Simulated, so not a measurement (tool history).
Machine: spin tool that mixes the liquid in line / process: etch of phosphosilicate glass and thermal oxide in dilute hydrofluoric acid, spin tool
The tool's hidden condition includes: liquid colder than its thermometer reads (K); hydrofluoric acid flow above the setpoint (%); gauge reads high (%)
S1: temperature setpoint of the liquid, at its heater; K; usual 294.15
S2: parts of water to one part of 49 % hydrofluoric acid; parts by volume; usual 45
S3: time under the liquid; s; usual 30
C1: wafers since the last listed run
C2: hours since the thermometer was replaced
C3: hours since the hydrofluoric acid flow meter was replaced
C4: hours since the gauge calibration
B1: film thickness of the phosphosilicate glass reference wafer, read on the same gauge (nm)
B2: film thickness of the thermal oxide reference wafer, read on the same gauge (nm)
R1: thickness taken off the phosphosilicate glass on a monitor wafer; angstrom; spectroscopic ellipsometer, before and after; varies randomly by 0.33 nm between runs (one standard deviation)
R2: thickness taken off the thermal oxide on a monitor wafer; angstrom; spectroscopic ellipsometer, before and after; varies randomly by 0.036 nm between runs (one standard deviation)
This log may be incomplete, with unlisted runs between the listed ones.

run,hour,S1,S2,S3,C1,C2,C3,C4,B1,B2,R1,R2
1,0,294.15,45,30,0,2038.3,698.2,184.7,110.02,100.055,568.7,30.32
2,12,294.15,45,30,197,2050.3,710.2,196.7,110,100.009,568.8,31.45
3,18.7,294.15,45,30,110,2057,716.9,203.4,109.99,99.987,567.9,30.3
4,31.2,294.15,45,30,206,2069.5,729.4,215.9,110.01,99.962,570.3,31.29
5,49.1,294.15,45,30,295,2087.4,747.3,233.8,109.97,99.982,570.9,30.85
6,57.1,294.15,45,25,131,2095.4,755.3,241.8,110,100.024,472,26.46
7,66.6,294.15,45,30,156,2104.9,764.8,251.3,109.98,99.979,570.7,31.07
8,104.7,294.15,45,30,628,2143,802.9,289.4,110.02,100.005,575.4,30.91
9,115.9,294.15,45,35,184,2154.2,814.1,300.6,110.04,99.946,664.3,36.65
# hour 117: thermometer replaced
10,149,294.15,45,35,529,32,847.2,333.7,109.98,100.009,672.9,36.28
11,157.9,294.15,45,35,146,40.9,856.1,342.6,109.98,99.995,660.8,36.83
# hour 159.8: gauge calibrated
12,167.7,294.15,65,30,161,50.7,865.9,7.9,110.01,100.063,391,21.51
13,185,292.15,45,40,285,68,883.2,25.2,109.99,100.02,707.7,38.56
14,200.1,294.15,30,30,249,83.1,898.3,40.3,109.96,99.997,881.4,48.55
15,215.3,294.15,45,30,250,98.3,913.5,55.5,109.97,100.022,581.2,31.92
# hour 220.6: hydrofluoric acid flow meter replaced
16,230,294.15,45,30,225,113,9.4,70.2,109.98,99.982,616.8,34.51
17,237.7,297.15,60,15,127,120.7,17.1,77.9,110,100.01,259.9,13.99
18,243.9,294.15,60,30,102,126.9,23.3,84.1,110.01,99.995,448.1,25.16
19,256.1,290.15,55,45,201,139.1,35.5,96.3,110.01,100.043,627.6,33.96

For run 20, what comes out?
20,268.2,292.65,35,15,199,151.2,47.6,108.4,?,?,?,?

{"run 20": {"B1": 109.98, "B2": 99.982, "R1": 375, "R2": 20.5}}
Had the tool carried no hidden state, the very same run would have given R1 323.5 angstrom, R2 17.68 angstrom.
